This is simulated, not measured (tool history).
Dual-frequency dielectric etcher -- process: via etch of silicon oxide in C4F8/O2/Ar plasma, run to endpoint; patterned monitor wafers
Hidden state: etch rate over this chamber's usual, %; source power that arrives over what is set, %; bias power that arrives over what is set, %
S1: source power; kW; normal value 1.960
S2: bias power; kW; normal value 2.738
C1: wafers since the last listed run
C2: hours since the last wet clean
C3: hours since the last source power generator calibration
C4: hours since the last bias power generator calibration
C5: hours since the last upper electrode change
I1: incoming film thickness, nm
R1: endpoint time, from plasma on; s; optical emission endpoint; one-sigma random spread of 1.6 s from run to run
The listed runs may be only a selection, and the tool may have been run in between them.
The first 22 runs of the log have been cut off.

run 23 day=68.808 | S1=1.600 S2=3.376 | C1=319 C2=305.3 C3=5122.6 C4=872.3 C5=578.7 | I1=963.0 | R1=179.7
-- day=69.967 source power generator calibrated
run 24 day=71.421 | S1=1.820 S2=2.738 | C1=235 C2=368.0 C3=34.9 C4=935.0 C5=641.4 | I1=954.7 | R1=177.6
run 25 day=73.083 | S1=1.960 S2=2.738 | C1=160 C2=407.9 C3=74.8 C4=974.9 C5=681.3 | I1=961.1 | R1=171.1
run 26 day=79.462 | S1=2.090 S2=2.984 | C1=614 C2=561.0 C3=227.9 C4=1128.0 C5=834.4 | I1=951.4 | R1=159.4
run 27 day=82.796 | S1=1.960 S2=2.738 | C1=321 C2=641.0 C3=307.9 C4=1208.0 C5=914.4 | I1=957.2 | R1=168.5
-- day=84.567 wet clean of the chamber
run 28 day=86.667 | S1=1.960 S2=2.999 | C1=276 C2=50.4 C3=400.8 C4=1300.9 C5=1007.3 | I1=963.6 | R1=167.0
run 29 day=90.071 | S1=1.960 S2=2.371 | C1=327 C2=132.1 C3=482.5 C4=1382.6 C5=1089.0 | I1=946.7 | R1=180.3
run 30 day=93.683 | S1=2.140 S2=2.995 | C1=347 C2=218.8 C3=569.2 C4=1469.3 C5=1175.7 | I1=961.4 | R1=159.2
run 31 day=95.196 | S1=1.960 S2=2.738 | C1=145 C2=255.1 C3=605.5 C4=1505.6 C5=1212.0 | I1=958.9 | R1=172.6
run 32 day=99.575 | S1=1.760 S2=2.100 | C1=421 C2=360.2 C3=710.6 C4=1610.7 C5=1317.1 | I1=958.2 | R1=195.5
run 33 day=101.967 | S1=2.250 S2=2.310 | C1=230 C2=417.6 C3=768.0 C4=1668.1 C5=1374.5 | I1=963.4 | R1=169.8
run 34 day=106.762 | S1=2.350 S2=2.965 | C1=461 C2=532.7 C3=883.1 C4=1783.2 C5=1489.6 | I1=963.2 | R1=151.2
run 35 day=109.142 | S1=1.960 S2=2.738 | C1=229 C2=589.8 C3=940.2 C4=1840.3 C5=1546.7 | I1=962.8 | R1=170.3
run 36 day=111.688 | S1=1.960 S2=2.738 | C1=245 C2=650.9 C3=1001.3 C4=1901.4 C5=1607.8 | I1=961.9 | R1=167.6

Consider 3 possible next runs. They are alternatives, not a sequence: every one starts from the tool as it was left by run 36. What does each give?
run A day=111.708 | S1=1.960 S2=2.458 | C1=2 C2=651.4 C3=1001.8 C4=1901.9 C5=1608.3 | I1=957.6 | R1=?
run B day=111.708 | S1=1.830 S2=3.215 | C1=2 C2=651.4 C3=1001.8 C4=1901.9 C5=1608.3 | I1=957.6 | R1=?
run C day=111.708 | S1=2.210 S2=2.973 | C1=2 C2=651.4 C3=1001.8 C4=1901.9 C5=1608.3 | I1=957.6 | R1=?

run=A R1=172.6
run=B R1=162.5
run=C R1=152.6
Stripped of hidden state, with their random variation kept, the same runs would have yielded:
run=A R1=183.2
run=B R1=172.6
run=C R1=162.0

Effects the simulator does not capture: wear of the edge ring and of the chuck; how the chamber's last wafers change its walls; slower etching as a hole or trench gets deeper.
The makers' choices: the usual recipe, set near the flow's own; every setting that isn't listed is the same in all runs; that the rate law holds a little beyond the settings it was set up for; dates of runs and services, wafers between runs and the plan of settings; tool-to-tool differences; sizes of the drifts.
